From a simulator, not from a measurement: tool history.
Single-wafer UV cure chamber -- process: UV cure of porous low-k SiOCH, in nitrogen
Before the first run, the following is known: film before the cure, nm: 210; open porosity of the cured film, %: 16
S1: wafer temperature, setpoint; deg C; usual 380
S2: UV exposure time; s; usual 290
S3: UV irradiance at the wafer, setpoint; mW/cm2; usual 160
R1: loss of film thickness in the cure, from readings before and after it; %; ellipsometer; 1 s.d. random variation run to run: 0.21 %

run    hour   S1   S2   S3      R1
  1     0.0  380  290  160  13.949
  2    67.4  380  290  160  13.668
      113.9  -- quartz window cleaned
  3   118.7  380  375  132  13.877
  4   172.0  380  375  132  13.753
  5   198.4  380  290  160  13.548
  6   223.7  380  290  160  13.173
  7   251.3  380  290  160  13.190
  8   316.9  380  410  160  14.659
  9   375.2  380  410  160  14.235
 10   410.9  380  410  160  14.287
 11   447.8  380  290  160  12.900
 12   491.2  380  290  160  12.589
      516.4  -- quartz window cleaned
 13   531.7  380  380  178  13.927
 14   566.6  380  380  178  14.268
 15   611.7  365  230  160  11.408
 16   636.8  380  290  160  12.448
 17   695.3  380  290  160  12.479
 18   722.5  380  290  160  12.183
 19   810.9  380  290  160  12.529
 20   869.7  366  290  160  11.692
      907.1  -- UV bulbs replaced
      926.2  -- quartz window cleaned
 21   926.7  380  290  160  14.123
 22   997.5  372  385  195  16.099
 23  1046.0  380  290  160  13.370
 24  1103.3  380  290  193  14.799
 25  1151.1  380  290  160  13.683
 26  1204.9  400  435  123  14.379
 27  1236.2  380  160  160  10.774
     1304.4  -- quartz window cleaned
 28  1304.9  388  290  160  13.651
 29  1488.4  364  290  160  12.772
 30  1524.0  380  290  160  13.035
 31  1587.0  380  335  127  12.268
 32  1644.8  361  290  160  12.407
     1689.1  -- quartz window cleaned
 33  1705.6  392  420  186  15.565
 34  1744.3  365  180  123   9.232
 35  1804.4  363  195  135   9.475
     1845.1  -- UV bulbs replaced
 36  1858.8  380  150  160  11.134
 37  1883.5  380  290  123  12.388
 38  1910.8  363  210  129  11.338
 39  1961.4  373  155  192  11.244

How would selected steps in R1 from run to run divide? Give the signed amount a tool lacking its hidden state would still show from settings, what came in and random variation, and the signed amount left for the hidden state, including any gauge scatter that is not in both of the compared results.
Hidden conditions of the tool in this case: lamp output below its setpoint, %; transmission lost against a clean window, %.
Run 20 -> 21: S1 366 -> 380, UV bulbs replaced, quartz window cleaned. R1 +2.431 %: hidden state +1.860, all else +0.571.
Run 21 -> 22: S1 380 -> 372, S2 290 -> 385, S3 160 -> 195. R1 +1.976 %: hidden state -0.289, all else +2.265.
Run 26 -> 27: S1 400 -> 380, S2 435 -> 160, S3 123 -> 160. R1 -3.605 %: hidden state -0.025, all else -3.580.
Run 32 -> 33: S1 361 -> 392, S2 290 -> 420, S3 160 -> 186, quartz window cleaned. R1 +3.158 %: hidden state -0.101, all else +3.259.
Run 33 -> 34: S1 392 -> 365, S2 420 -> 180, S3 186 -> 123. R1 -6.333 %: hidden state +0.152, all else -6.485.
Run 35 -> 36: S1 363 -> 380, S2 195 -> 150, S3 135 -> 160, UV bulbs replaced. R1 +1.659 %: hidden state +1.364, all else +0.295.
